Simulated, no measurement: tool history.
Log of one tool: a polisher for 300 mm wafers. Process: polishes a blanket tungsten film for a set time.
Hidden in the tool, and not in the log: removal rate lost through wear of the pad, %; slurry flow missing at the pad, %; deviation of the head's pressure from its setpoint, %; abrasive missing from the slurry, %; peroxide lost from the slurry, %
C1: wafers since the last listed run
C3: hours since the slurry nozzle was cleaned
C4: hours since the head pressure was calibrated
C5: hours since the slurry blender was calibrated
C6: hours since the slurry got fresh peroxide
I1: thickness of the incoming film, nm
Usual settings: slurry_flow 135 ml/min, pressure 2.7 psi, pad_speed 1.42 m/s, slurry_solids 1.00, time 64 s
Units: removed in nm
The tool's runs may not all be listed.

run 1 hour=0.0 | slurry_flow=135 pressure=2.7 pad_speed=1.28 slurry_solids=1.00 time=64 | C1=0 wafers_polished_on_this_pad=945 C3=122.9 C4=308.7 C5=371.4 C6=227.7 | I1=864.3 | removed=303.4
run 2 hour=98.7 | slurry_flow=170 pressure=2.7 pad_speed=1.42 slurry_solids=1.00 time=64 | C1=846 wafers_polished_on_this_pad=1792 C3=221.6 C4=407.4 C5=470.1 C6=326.4 | I1=866.9 | removed=351.0
-- hour=110.1 slurry blender recalibrated
-- hour=110.3 slurry tank refilled with fresh slurry and peroxide
run 3 hour=150.0 | slurry_flow=170 pressure=2.7 pad_speed=1.42 slurry_solids=1.00 time=64 | C1=420 wafers_polished_on_this_pad=2212 C3=272.9 C4=458.7 C5=39.9 C6=39.7 | I1=873.2 | removed=354.2
run 4 hour=196.1 | slurry_flow=170 pressure=2.7 pad_speed=1.42 slurry_solids=1.00 time=64 | C1=395 wafers_polished_on_this_pad=2608 C3=319.0 C4=504.8 C5=86.0 C6=85.8 | I1=881.9 | removed=346.7
-- hour=250.7 worn pad replaced by a new one
run 5 hour=282.0 | slurry_flow=135 pressure=2.7 pad_speed=1.42 slurry_solids=1.05 time=64 | C1=702 wafers_polished_on_this_pad=267 C3=404.9 C4=590.7 C5=171.9 C6=171.7 | I1=873.8 | removed=335.6
-- hour=362.8 slurry nozzle cleaned
run 6 hour=375.7 | slurry_flow=135 pressure=2.7 pad_speed=1.42 slurry_solids=1.05 time=64 | C1=794 wafers_polished_on_this_pad=1062 C3=12.9 C4=684.4 C5=265.6 C6=265.4 | I1=872.9 | removed=339.1
-- hour=447.1 slurry tank refilled with fresh slurry and peroxide
run 7 hour=564.0 | slurry_flow=135 pressure=2.7 pad_speed=1.42 slurry_solids=1.05 time=64 | C1=1605 wafers_polished_on_this_pad=2668 C3=201.2 C4=872.7 C5=453.9 C6=116.9 | I1=875.3 | removed=331.5
run 8 hour=604.5 | slurry_flow=135 pressure=2.7 pad_speed=1.42 slurry_solids=1.00 time=64 | C1=347 wafers_polished_on_this_pad=3016 C3=241.7 C4=913.2 C5=494.4 C6=157.4 | I1=860.4 | removed=326.0
-- hour=616.4 worn pad replaced by a new one
run 9 hour=642.1 | slurry_flow=135 pressure=2.7 pad_speed=1.42 slurry_solids=1.00 time=64 | C1=288 wafers_polished_on_this_pad=220 C3=279.3 C4=950.8 C5=532.0 C6=195.0 | I1=867.4 | removed=329.2
-- hour=661.0 slurry blender recalibrated
run 10 hour=679.4 | slurry_flow=135 pressure=2.7 pad_speed=1.42 slurry_solids=1.00 time=64 | C1=302 wafers_polished_on_this_pad=523 C3=316.6 C4=988.1 C5=18.4 C6=232.3 | I1=876.6 | removed=325.9
-- hour=751.5 head pressure recalibrated
run 11 hour=761.5 | slurry_flow=135 pressure=2.7 pad_speed=1.42 slurry_solids=1.00 time=70 | C1=686 wafers_polished_on_this_pad=1209 C3=398.7 C4=10.0 C5=100.5 C6=314.4 | I1=867.7 | removed=326.3
run 12 hour=799.2 | slurry_flow=135 pressure=2.7 pad_speed=1.42 slurry_solids=1.00 time=64 | C1=323 wafers_polished_on_this_pad=1533 C3=436.4 C4=47.7 C5=138.2 C6=352.1 | I1=866.1 | removed=294.4
-- hour=842.8 slurry tank refilled with fresh slurry and peroxide
run 13 hour=846.3 | slurry_flow=135 pressure=2.7 pad_speed=1.42 slurry_solids=1.00 time=64 | C1=395 wafers_polished_on_this_pad=1928 C3=483.5 C4=94.8 C5=185.3 C6=3.5 | I1=875.6 | removed=296.5
-- hour=865.8 slurry nozzle cleaned
run 14 hour=925.1 | slurry_flow=135 pressure=2.7 pad_speed=1.42 slurry_solids=1.00 time=64 | C1=667 wafers_polished_on_this_pad=2595 C3=59.3 C4=173.6 C5=264.1 C6=82.3 | I1=857.0 | removed=297.6
-- hour=1012.6 worn pad replaced by a new one
run 15 hour=1027.0 | slurry_flow=165 pressure=2.5 pad_speed=1.68 slurry_solids=1.00 time=64 | C1=839 wafers_polished_on_this_pad=123 C3=161.2 C4=275.5 C5=366.0 C6=184.2 | I1=870.8 | removed=336.5
run 16 hour=1105.0 | slurry_flow=135 pressure=2.7 pad_speed=1.42 slurry_solids=1.00 time=64 | C1=668 wafers_polished_on_this_pad=792 C3=239.2 C4=353.5 C5=444.0 C6=262.2 | I1=855.2 | removed=288.5
run 17 hour=1154.0 | slurry_flow=135 pressure=2.1 pad_speed=1.42 slurry_solids=1.00 time=64 | C1=420 wafers_polished_on_this_pad=1212 C3=288.2 C4=402.5 C5=493.0 C6=311.2 | I1=869.5 | removed=225.1
-- hour=1171.7 slurry blender recalibrated
-- hour=1185.7 head pressure recalibrated, repeated, since the last time left the tool worse
run 18 hour=1204.0 | slurry_flow=135 pressure=2.7 pad_speed=1.72 slurry_solids=1.00 time=64 | C1=394 wafers_polished_on_this_pad=1606 C3=338.2 C4=18.3 C5=32.3 C6=361.2 | I1=858.1 | removed=409.6
-- hour=1220.1 slurry tank refilled with fresh slurry and peroxide
run 19 hour=1267.9 | slurry_flow=165 pressure=2.7 pad_speed=1.64 slurry_solids=1.30 time=64 | C1=539 wafers_polished_on_this_pad=2145 C3=402.1 C4=82.2 C5=96.2 C6=47.8 | I1=874.6 | removed=447.7
-- hour=1303.7 slurry nozzle cleaned
run 20 hour=1307.1 | slurry_flow=135 pressure=2.7 pad_speed=1.16 slurry_solids=1.00 time=64 | C1=327 wafers_polished_on_this_pad=2473 C3=3.4 C4=121.4 C5=135.4 C6=87.0 | I1=870.3 | removed=274.4
-- hour=1329.5 worn pad replaced by a new one
run 21 hour=1396.8 | slurry_flow=170 pressure=2.7 pad_speed=1.22 slurry_solids=0.75 time=64 | C1=734 wafers_polished_on_this_pad=576 C3=93.1 C4=211.1 C5=225.1 C6=176.7 | I1=853.4 | removed=268.7
run 22 hour=1453.1 | slurry_flow=135 pressure=2.7 pad_speed=1.42 slurry_solids=1.00 time=64 | C1=482 wafers_polished_on_this_pad=1059 C3=149.4 C4=267.4 C5=281.4 C6=233.0 | I1=875.9 | removed=335.9
run 23 hour=1522.3 | slurry_flow=120 pressure=2.7 pad_speed=1.42 slurry_solids=1.00 time=64 | C1=593 wafers_polished_on_this_pad=1652 C3=218.6 C4=336.6 C5=350.6 C6=302.2 | I1=863.5 | removed=326.8
-- hour=1595.7 slurry tank refilled with fresh slurry and peroxide
run 24 hour=1617.7 | slurry_flow=135 pressure=3.4 pad_speed=1.92 slurry_solids=1.00 time=64 | C1=809 wafers_polished_on_this_pad=2462 C3=314.0 C4=432.0 C5=446.0 C6=22.0 | I1=869.2 | removed=564.4
-- hour=1642.2 worn pad replaced by a new one
-- hour=1651.9 slurry blender recalibrated
run 25 hour=1690.2 | slurry_flow=135 pressure=2.7 pad_speed=1.42 slurry_solids=1.00 time=64 | C1=570 wafers_polished_on_this_pad=393 C3=386.5 C4=504.5 C5=38.3 C6=94.5 | I1=882.8 | removed=325.3

Hidden state or all else? Some run-to-run changes of removed, split into what the settings, what came in and random variation would give without the hidden state, and what is left for the hidden state (with any gauge scatter that isn't in both results):
Run 10 -> 11: time 64 -> 70, head pressure recalibrated. removed +0.4 nm: hidden state -29.7, all else +30.1.
Run 17 -> 18: pressure 2.1 -> 2.7, pad_speed 1.42 -> 1.72, slurry blender recalibrated, head pressure recalibrated, repeated, since the last time left the tool worse. removed +184.5 nm: hidden state +38.4, all else +146.1.
Run 23 -> 24: slurry_flow 120 -> 135, pressure 2.7 -> 3.4, pad_speed 1.42 -> 1.92, slurry tank refilled with fresh slurry and peroxide. removed +237.6 nm: hidden state -9.9, all else +247.5.
Run 24 -> 25: pressure 3.4 -> 2.7, pad_speed 1.92 -> 1.42, worn pad replaced by a new one, slurry blender recalibrated. removed -239.1 nm: hidden state +6.3, all else -245.4.

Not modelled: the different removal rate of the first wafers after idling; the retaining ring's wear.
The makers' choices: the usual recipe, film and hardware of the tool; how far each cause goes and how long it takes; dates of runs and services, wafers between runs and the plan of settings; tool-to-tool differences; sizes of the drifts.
